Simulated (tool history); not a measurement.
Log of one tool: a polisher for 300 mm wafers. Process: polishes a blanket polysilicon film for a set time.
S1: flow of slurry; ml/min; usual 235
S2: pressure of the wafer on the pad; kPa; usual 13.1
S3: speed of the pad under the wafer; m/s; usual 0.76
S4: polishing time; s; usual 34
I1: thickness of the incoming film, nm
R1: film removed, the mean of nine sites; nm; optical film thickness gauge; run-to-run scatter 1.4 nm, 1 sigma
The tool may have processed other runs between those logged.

run	day	S1	S2	S3	S4	I1	R1
1	0	235	13.1	0.76	43	1704.2	161.4
2	2.708	235	13.1	0.76	34	1729.8	126
# day 2.938: worn pad replaced by a new one
3	5.367	235	13.1	0.76	34	1724.1	120.5
4	8.233	235	13.1	0.76	34	1720.7	117.8
5	10.771	265	15.9	0.76	34	1729.3	143.2
6	13.592	200	13.1	0.76	34	1731.9	115.5
7	15.338	200	13.1	0.76	34	1699.1	116.1
# day 16.592: slurry nozzle cleaned
8	16.929	200	13.1	0.76	34	1742.5	115.9
9	20.117	235	13.1	0.76	34	1708.4	117.4
10	22.3	235	13.1	0.76	34	1761	116.3
11	23.804	235	13.1	0.76	34	1748.3	113
12	27.533	235	13.1	0.76	34	1757.1	114.6
# day 29.608: worn pad replaced by a new one, repeated, since the last time left the tool worse
13	29.629	235	13.1	0.76	34	1714.8	131.9
14	33.95	235	13.1	0.76	34	1752.8	129.3
15	37.821	200	13.1	0.76	34	1730.3	128.4
16	39.608	200	13.1	0.76	34	1727.9	127.1
17	43.104	235	8.3	0.54	34	1716.5	64.9
18	45.375	300	10.3	0.76	27	1734.4	87
19	47.062	155	9.7	0.9	34	1752.8	104.9
# day 49.658: slurry nozzle cleaned
# day 49.912: head pressure recalibrated
20	51.362	235	13.1	0.76	43	1741.9	161.1
# day 53.554: worn pad replaced by a new one
21	55.112	235	16.5	0.76	38	1734.8	183.2
22	59.162	180	13.1	0.76	34	1713.4	130.9
23	62.058	235	13.1	0.76	34	1734.8	132.7
24	66.538	235	13.1	0.76	34	1712.9	133.4
25	71.004	175	13.1	0.76	34	1729.3	125.6
26	72.979	235	13.1	0.76	34	1739.5	127
# day 75.783: worn pad replaced by a new one
27	77.421	235	15.9	0.76	23	1750.4	107.8
28	79.121	235	11.7	1	34	1744.6	150.1
# day 82.075: slurry nozzle cleaned
29	82.529	235	13.1	0.76	34	1722.7	132.7
30	85.925	185	17.9	0.76	34	1721.1	172.6
31	87.475	280	13.1	0.76	44	1724.8	170.3
32	89.108	235	13.1	0.76	34	1707.2	130.4
33	91.529	165	13.1	0.76	34	1735.6	122.9
34	93.179	205	13.1	0.88	34	1715.6	144.3
35	95.575	235	13.1	0.76	34	1744.9	127.7
36	97.433	235	13.1	0.76	38	1719	142.9

Give the tool's hidden conditions for every run:
slurry flow missing at the pad, %: 0 across all the runs
deviation of the head's pressure from its setpoint, %: 0 across all the runs
H1: removal rate lost through wear of the pad, %
run	H1
1	4.42
2	5.41
3	9.74
4	9.93
5	10.2
6	10.7
7	11
8	11.4
9	12.2
10	12.9
11	13.4
12	14.9
13	0.0916
14	0.253
15	0.669
16	0.948
17	1.65
18	2.22
19	2.7
20	4.14
21	0.316
22	0.565
23	0.914
24	1.74
25	2.9
26	3.53
27	0.101
28	0.174
29	0.468
30	0.959
31	1.25
32	1.6
33	2.2
34	2.67
35	3.43
36	4.09
